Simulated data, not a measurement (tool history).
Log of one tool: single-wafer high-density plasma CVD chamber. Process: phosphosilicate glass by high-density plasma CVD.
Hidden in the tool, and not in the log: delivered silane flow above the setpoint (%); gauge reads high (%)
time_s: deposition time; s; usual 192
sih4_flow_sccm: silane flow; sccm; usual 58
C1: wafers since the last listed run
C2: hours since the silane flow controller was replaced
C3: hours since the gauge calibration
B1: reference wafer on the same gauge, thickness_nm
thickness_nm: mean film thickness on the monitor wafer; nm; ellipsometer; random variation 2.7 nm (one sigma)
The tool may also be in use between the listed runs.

run 1 hour=0 | time_s=173 sih4_flow_sccm=58 | C1=0 C2=4262 C3=520.4 | B1=1359.616 | thickness_nm=1171.907
run 2 hour=16.2 | time_s=192 sih4_flow_sccm=58 | C1=143 C2=4278.2 C3=536.6 | B1=1360.097 | thickness_nm=1300.693
-- hour=17.9 gauge calibrated
run 3 hour=97.5 | time_s=192 sih4_flow_sccm=58 | C1=717 C2=4359.5 C3=79.6 | B1=1360.801 | thickness_nm=1308.083
run 4 hour=122 | time_s=192 sih4_flow_sccm=58 | C1=216 C2=4384 C3=104.1 | B1=1361.747 | thickness_nm=1302.177
run 5 hour=139.4 | time_s=192 sih4_flow_sccm=58 | C1=153 C2=4401.4 C3=121.5 | B1=1361.154 | thickness_nm=1302.631
run 6 hour=173.5 | time_s=192 sih4_flow_sccm=58 | C1=301 C2=4435.5 C3=155.6 | B1=1359.222 | thickness_nm=1310.197
run 7 hour=201.5 | time_s=192 sih4_flow_sccm=58 | C1=247 C2=4463.5 C3=183.6 | B1=1359.478 | thickness_nm=1307.728
run 8 hour=226.6 | time_s=192 sih4_flow_sccm=58 | C1=221 C2=4488.6 C3=208.7 | B1=1360.482 | thickness_nm=1303.015
run 9 hour=261.5 | time_s=168 sih4_flow_sccm=58 | C1=308 C2=4523.5 C3=243.6 | B1=1359.131 | thickness_nm=1144.288
run 10 hour=280.3 | time_s=168 sih4_flow_sccm=58 | C1=165 C2=4542.3 C3=262.4 | B1=1359.402 | thickness_nm=1143.977
-- hour=302.6 silane flow controller replaced
run 11 hour=309.3 | time_s=217 sih4_flow_sccm=50 | C1=185 C2=6.7 C3=291.4 | B1=1360.097 | thickness_nm=1190.289
run 12 hour=339.6 | time_s=192 sih4_flow_sccm=58 | C1=267 C2=37 C3=321.7 | B1=1359.858 | thickness_nm=1219.913
run 13 hour=356.3 | time_s=192 sih4_flow_sccm=58 | C1=147 C2=53.7 C3=338.4 | B1=1360.054 | thickness_nm=1227.067
run 14 hour=372.3 | time_s=192 sih4_flow_sccm=58 | C1=141 C2=69.7 C3=354.4 | B1=1359.599 | thickness_nm=1221.014
run 15 hour=384.5 | time_s=192 sih4_flow_sccm=58 | C1=107 C2=81.9 C3=366.6 | B1=1361.129 | thickness_nm=1225.232
run 16 hour=398.1 | time_s=192 sih4_flow_sccm=58 | C1=120 C2=95.5 C3=380.2 | B1=1360.324 | thickness_nm=1221.184
run 17 hour=433.1 | time_s=221 sih4_flow_sccm=47 | C1=308 C2=130.5 C3=415.2 | B1=1361.101 | thickness_nm=1139.407
run 18 hour=459.8 | time_s=206 sih4_flow_sccm=66 | C1=235 C2=157.2 C3=441.9 | B1=1361.093 | thickness_nm=1491.733
run 19 hour=488.3 | time_s=213 sih4_flow_sccm=51 | C1=251 C2=185.7 C3=470.4 | B1=1360.615 | thickness_nm=1189.64
run 20 hour=504.8 | time_s=192 sih4_flow_sccm=58 | C1=145 C2=202.2 C3=486.9 | B1=1359.798 | thickness_nm=1220.63
run 21 hour=519.6 | time_s=229 sih4_flow_sccm=51 | C1=130 C2=217 C3=501.7 | B1=1359.674 | thickness_nm=1280.26
run 22 hour=534.9 | time_s=202 sih4_flow_sccm=58 | C1=135 C2=232.3 C3=517 | B1=1359.491 | thickness_nm=1280.612
run 23 hour=567 | time_s=206 sih4_flow_sccm=66 | C1=283 C2=264.4 C3=549.1 | B1=1358.686 | thickness_nm=1487.327
run 24 hour=588.5 | time_s=181 sih4_flow_sccm=65 | C1=189 C2=285.9 C3=570.6 | B1=1359.583 | thickness_nm=1290.721
-- hour=589.2 gauge calibrated
run 25 hour=622.5 | time_s=220 sih4_flow_sccm=51 | C1=300 C2=319.9 C3=33.3 | B1=1360.389 | thickness_nm=1230.635
run 26 hour=636 | time_s=227 sih4_flow_sccm=50 | C1=119 C2=333.4 C3=46.8 | B1=1359.254 | thickness_nm=1240.438
run 27 hour=696.8 | time_s=157 sih4_flow_sccm=54 | C1=536 C2=394.2 C3=107.6 | B1=1359.859 | thickness_nm=925.376
run 28 hour=725.9 | time_s=164 sih4_flow_sccm=61 | C1=256 C2=423.3 C3=136.7 | B1=1360.09 | thickness_nm=1094.269
run 29 hour=739 | time_s=192 sih4_flow_sccm=58 | C1=115 C2=436.4 C3=149.8 | B1=1359.62 | thickness_nm=1223.929
run 30 hour=768.8 | time_s=217 sih4_flow_sccm=63 | C1=263 C2=466.2 C3=179.6 | B1=1360.516 | thickness_nm=1503.804
run 31 hour=792.5 | time_s=224 sih4_flow_sccm=62 | C1=209 C2=489.9 C3=203.3 | B1=1360.376 | thickness_nm=1525.147
run 32 hour=828 | time_s=161 sih4_flow_sccm=65 | C1=313 C2=525.4 C3=238.8 | B1=1361.607 | thickness_nm=1147.352
run 33 hour=862.5 | time_s=225 sih4_flow_sccm=58 | C1=304 C2=559.9 C3=273.3 | B1=1359.778 | thickness_nm=1434.509

How the hidden state differs across the entries between the runs, from the last listed run before each to the first after it:
Between runs 2 and 3: gauge calibrated (hour 17.9)
  delivered silane flow above the setpoint (%): 6.49 -> 6.69
  measured less the result without the state, thickness_nm: +79.242 -> +82.075 nm
Between runs 10 and 11: silane flow controller replaced (hour 302.6)
  delivered silane flow above the setpoint (%): 7.17 -> -0.0239
  measured less the result without the state, thickness_nm: +76.577 -> -0.285 nm
Between runs 24 and 25: gauge calibrated (hour 589.2)
  delivered silane flow above the setpoint (%): 0.000137 -> 0.00621
  measured less the result without the state, thickness_nm: +0.002 -> +0.077 nm

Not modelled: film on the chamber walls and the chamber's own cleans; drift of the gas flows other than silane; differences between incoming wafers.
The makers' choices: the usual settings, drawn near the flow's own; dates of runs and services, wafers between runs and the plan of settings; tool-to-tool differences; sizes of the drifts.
